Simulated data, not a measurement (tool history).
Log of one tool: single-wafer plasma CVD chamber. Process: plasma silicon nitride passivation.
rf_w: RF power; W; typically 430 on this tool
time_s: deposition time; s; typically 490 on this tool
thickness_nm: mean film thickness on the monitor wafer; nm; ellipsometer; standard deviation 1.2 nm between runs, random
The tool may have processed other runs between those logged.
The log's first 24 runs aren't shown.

| run | hour | rf_w | time_s | read-back reference wafer on the same gauge, thickness_nm | thickness_nm |
|---|---|---|---|---|---|
| 25 | 270.5 | 465 | 555 | 577.967 | 789.379 |
| 26 | 277.1 | 365 | 558 | 578.061 | 737.814 |
|  | 284.5 | gauge calibrated |
| 27 | 288.4 | 405 | 490 | 578.193 | 666.583 |
| 28 | 304.3 | 480 | 549 | 578.002 | 789.678 |
| 29 | 317.4 | 430 | 558 | 577.854 | 774.113 |
| 30 | 329.5 | 430 | 490 | 577.980 | 679.804 |
| 31 | 380.1 | 460 | 490 | 578.537 | 694.344 |
| 32 | 397.0 | 460 | 515 | 578.147 | 731.055 |
| 33 | 404.1 | 430 | 490 | 577.853 | 681.581 |

Alternative continuations, all from the tool just after run 33; predict every row:
| A | 404.6 | 430 | 490 | ? | ? |
| B | 404.6 | 405 | 436 | ? | ? |
| C | 404.6 | 350 | 490 | ? | ? |
| D | 404.6 | 455 | 531 | ? | ? |
| E | 404.6 | 400 | 527 | ? | ? |

| run | read-back reference wafer on the same gauge, thickness_nm | thickness_nm |
|---|---|---|
| A | 577.766 | 682.187 |
| B | 577.766 | 596.024 |
| C | 577.766 | 640.646 |
| D | 577.766 | 752.101 |
| E | 577.766 | 717.700 |
Take away the tool's hidden state, keep each run's random variation, and the runs would have read:
| run | thickness_nm |
|---|---|
| A | 684.133 |
| B | 597.725 |
| C | 642.473 |
| D | 754.246 |
| E | 719.747 |
